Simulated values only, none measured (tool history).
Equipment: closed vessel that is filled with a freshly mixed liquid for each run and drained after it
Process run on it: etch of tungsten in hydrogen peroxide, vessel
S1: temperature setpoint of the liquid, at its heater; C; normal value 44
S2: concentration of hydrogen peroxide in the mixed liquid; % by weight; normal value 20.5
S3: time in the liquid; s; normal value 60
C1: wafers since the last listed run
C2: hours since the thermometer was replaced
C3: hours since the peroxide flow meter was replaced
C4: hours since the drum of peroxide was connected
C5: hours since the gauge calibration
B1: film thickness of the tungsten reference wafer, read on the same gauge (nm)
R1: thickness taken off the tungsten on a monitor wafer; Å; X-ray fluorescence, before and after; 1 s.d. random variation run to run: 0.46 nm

run,hour,S1,S2,S3,C1,C2,C3,C4,C5,B1,R1
1,0,44,20.5,60,0,345.9,1348.2,182.1,3959.8,119.82,577.9
2,55.9,44,23,60,5221,401.8,1404.1,238,4015.7,119.79,604.7
3,94.3,44,23,60,3586,440.2,1442.5,276.4,4054.1,119.76,613.5
4,137.3,44,20.5,60,4016,483.2,1485.5,319.4,4097.1,119.77,579
5,221.6,44,20.5,60,7873,567.5,1569.8,403.7,4181.4,119.71,578.5
6,311.5,44,19.5,45,8397,657.4,1659.7,493.6,4271.3,119.69,416.4
7,392.1,44,19.5,45,7528,738,1740.3,574.2,4351.9,119.67,421.1
# hour 446.7: gauge calibrated
8,447.7,50,25.5,85,5193,793.6,1795.9,629.8,1,129.99,1415.6
9,526.4,48,18,30,7350,872.3,1874.6,708.5,79.7,129.37,371.4
10,562.9,40,16,70,3409,908.8,1911.1,745,116.2,129.09,489.2
11,660.3,48.5,23,35,9097,1006.2,2008.5,842.4,213.6,128.4,500.6
12,705.1,50.5,20.5,70,4184,1051,2053.3,887.2,258.4,128.07,1076.4
13,751.1,35.5,22,60,4296,1097,2099.3,933.2,304.4,127.79,366.2
# hour 765.6: thermometer replaced
14,809.5,36.5,22.5,85,5361,43.9,2157.7,991.6,362.8,127.41,561.2
# hour 833.9: peroxide flow meter replaced
15,889.4,51,24,75,7369,123.8,55.5,1071.5,442.7,126.97,1273.1
16,944.2,44,16.5,50,5118,178.6,110.3,1126.3,497.5,126.61,455.4
17,1031.7,44,24.5,85,8172,266.1,197.8,1213.8,585,126.19,928.7
18,1110.5,44,20.5,60,7360,344.9,276.6,1292.6,663.8,125.78,607.2
# hour 1122.8: new drum of peroxide connected
19,1179.5,38.5,25,75,6351,413.9,345.6,56.7,732.8,125.45,579.9
20,1223.7,44,20.5,60,4128,458.1,389.8,100.9,777,125.26,599.7
21,1497.1,50.5,22.5,60,25536,731.5,663.2,374.3,1050.4,124.15,940.6
22,1553.2,51,20.5,35,5239,787.6,719.3,430.4,1106.5,123.93,534.4
23,1618,50.5,18.5,60,6052,852.4,784.1,495.2,1171.3,123.75,842.7
24,1686.2,36.5,25,60,6370,920.6,852.3,563.4,1239.5,123.53,402.7
25,1739.2,44,20.5,60,4950,973.6,905.3,616.4,1292.5,123.33,595.6
26,1794.6,35.5,24.5,80,5174,1029,960.7,671.8,1347.9,123.22,496.8
27,1900.7,44,20.5,60,9910,1135.1,1066.8,777.9,1454,122.89,591.6
# hour 1957: thermometer replaced
28,2003.9,47,26,60,9545,46.9,1170,881.1,1557.2,122.64,803.5
29,2066.9,41,26,60,5884,109.9,1233,944.1,1620.2,122.47,544.9
30,2152.1,44,20.5,75,7958,195.1,1318.2,1029.3,1705.4,122.32,735.6

4 options for the next run, each taken on its own from the tool as it stands now. Forecast them:
A,2152.8,44,26.5,60,65,195.8,1318.9,1030,1706.1,?,?
B,2152.8,40.5,25.5,30,65,195.8,1318.9,1030,1706.1,?,?
C,2152.8,53.5,20.5,60,65,195.8,1318.9,1030,1706.1,?,?
D,2152.8,52,26.5,75,65,195.8,1318.9,1030,1706.1,?,?

run,B1,R1
A,122.32,669.4
B,122.32,262.3
C,122.32,1057.1
D,122.32,1372.8
What these runs would have given with no unlogged condition in the tool:
run,R1
A,711.5
B,278.8
C,1123.6
D,1459.2
